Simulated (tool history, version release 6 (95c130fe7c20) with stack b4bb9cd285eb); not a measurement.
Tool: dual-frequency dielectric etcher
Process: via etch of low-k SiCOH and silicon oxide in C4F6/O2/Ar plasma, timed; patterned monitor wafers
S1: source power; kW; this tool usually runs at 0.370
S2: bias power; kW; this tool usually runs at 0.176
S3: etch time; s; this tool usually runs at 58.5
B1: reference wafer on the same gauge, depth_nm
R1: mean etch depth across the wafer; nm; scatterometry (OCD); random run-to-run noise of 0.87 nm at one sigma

{"run": 1, "hour": 0.0, "S1": 0.37, "S2": 0.176, "S3": 58.5, "B1": 175.1, "R1": 146.0}
{"run": 2, "hour": 8.3, "S1": 0.37, "S2": 0.176, "S3": 58.5, "B1": 175.1, "R1": 146.4}
{"run": 3, "hour": 15.9, "S1": 0.37, "S2": 0.176, "S3": 58.5, "B1": 175.1, "R1": 145.1}
{"hour": 44.6, "done": "upper electrode replaced"}
{"hour": 63.4, "done": "wet clean of the chamber"}
{"run": 4, "hour": 63.9, "S1": 0.37, "S2": 0.189, "S3": 58.5, "B1": 174.9, "R1": 143.6}
{"run": 5, "hour": 64.2, "S1": 0.37, "S2": 0.176, "S3": 58.5, "B1": 175.0, "R1": 142.0}
{"run": 6, "hour": 64.5, "S1": 0.37, "S2": 0.176, "S3": 58.5, "B1": 175.0, "R1": 142.0}
{"run": 7, "hour": 64.9, "S1": 0.37, "S2": 0.176, "S3": 58.5, "B1": 175.1, "R1": 141.1}
{"run": 8, "hour": 65.7, "S1": 0.37, "S2": 0.176, "S3": 58.5, "B1": 175.2, "R1": 140.3}
{"hour": 84.3, "done": "source power generator calibrated"}
{"run": 9, "hour": 84.8, "S1": 0.42, "S2": 0.163, "S3": 58.5, "B1": 174.8, "R1": 143.9}
{"run": 10, "hour": 95.1, "S1": 0.42, "S2": 0.163, "S3": 58.5, "B1": 175.2, "R1": 143.0}
{"hour": 126.6, "done": "bias power generator calibrated"}
{"hour": 151.8, "done": "wet clean of the chamber, repeated, since the last time left the tool worse"}
{"run": 11, "hour": 152.3, "S1": 0.29, "S2": 0.176, "S3": 48.5, "B1": 175.1, "R1": 118.4}
{"run": 12, "hour": 152.7, "S1": 0.37, "S2": 0.176, "S3": 58.5, "B1": 174.9, "R1": 150.9}
{"run": 13, "hour": 158.7, "S1": 0.42, "S2": 0.163, "S3": 58.5, "B1": 175.0, "R1": 153.7}
{"run": 14, "hour": 169.3, "S1": 0.37, "S2": 0.176, "S3": 58.5, "B1": 175.0, "R1": 150.9}
{"run": 15, "hour": 177.4, "S1": 0.42, "S2": 0.145, "S3": 64.5, "B1": 174.9, "R1": 165.8}
{"run": 16, "hour": 186.8, "S1": 0.31, "S2": 0.194, "S3": 58.5, "B1": 175.0, "R1": 149.0}
{"run": 17, "hour": 195.4, "S1": 0.37, "S2": 0.176, "S3": 58.5, "B1": 175.1, "R1": 150.6}
{"hour": 201.0, "done": "gauge calibrated"}
{"run": 18, "hour": 212.0, "S1": 0.37, "S2": 0.176, "S3": 58.5, "B1": 175.0, "R1": 149.3}
{"run": 19, "hour": 235.6, "S1": 0.44, "S2": 0.189, "S3": 53.5, "B1": 175.0, "R1": 144.4}
{"run": 20, "hour": 252.6, "S1": 0.34, "S2": 0.176, "S3": 49.0, "B1": 175.0, "R1": 123.4}
{"run": 21, "hour": 266.4, "S1": 0.43, "S2": 0.176, "S3": 58.5, "B1": 174.9, "R1": 153.0}
{"run": 22, "hour": 282.8, "S1": 0.3, "S2": 0.213, "S3": 58.5, "B1": 175.0, "R1": 149.9}
{"run": 23, "hour": 291.0, "S1": 0.37, "S2": 0.15, "S3": 42.0, "B1": 175.0, "R1": 102.9}
{"run": 24, "hour": 300.1, "S1": 0.37, "S2": 0.176, "S3": 58.5, "B1": 174.9, "R1": 148.6}
{"run": 25, "hour": 306.4, "S1": 0.31, "S2": 0.156, "S3": 53.5, "B1": 175.2, "R1": 127.9}
{"run": 26, "hour": 321.0, "S1": 0.37, "S2": 0.176, "S3": 50.0, "B1": 174.9, "R1": 128.9}
{"run": 27, "hour": 333.2, "S1": 0.37, "S2": 0.176, "S3": 73.0, "B1": 175.2, "R1": 185.4}
{"run": 28, "hour": 345.8, "S1": 0.37, "S2": 0.176, "S3": 58.5, "B1": 175.0, "R1": 148.0}
{"run": 29, "hour": 352.6, "S1": 0.37, "S2": 0.176, "S3": 58.5, "B1": 174.8, "R1": 149.0}
{"run": 30, "hour": 360.3, "S1": 0.31, "S2": 0.21, "S3": 51.0, "B1": 175.1, "R1": 130.4}

Consider 4 possible next runs. They are alternatives, not a sequence: every one starts from the tool as it was left by run 30. What does each give?
{"run": "A", "hour": 360.7, "S1": 0.37, "S2": 0.176, "S3": 58.5, "B1": "?", "R1": "?"}
{"run": "B", "hour": 360.7, "S1": 0.37, "S2": 0.176, "S3": 45.5, "B1": "?", "R1": "?"}
{"run": "C", "hour": 360.7, "S1": 0.37, "S2": 0.141, "S3": 51.0, "B1": "?", "R1": "?"}
{"run": "D", "hour": 360.7, "S1": 0.34, "S2": 0.176, "S3": 64.0, "B1": "?", "R1": "?"}

run=A B1=175.0 R1=147.5
run=B B1=175.0 R1=114.8
run=C B1=175.0 R1=123.3
run=D B1=175.0 R1=158.5
Had the tool no hidden state, the same runs would have come out as:
run=A R1=149.7
run=B R1=116.5
run=C R1=125.1
run=D R1=160.9

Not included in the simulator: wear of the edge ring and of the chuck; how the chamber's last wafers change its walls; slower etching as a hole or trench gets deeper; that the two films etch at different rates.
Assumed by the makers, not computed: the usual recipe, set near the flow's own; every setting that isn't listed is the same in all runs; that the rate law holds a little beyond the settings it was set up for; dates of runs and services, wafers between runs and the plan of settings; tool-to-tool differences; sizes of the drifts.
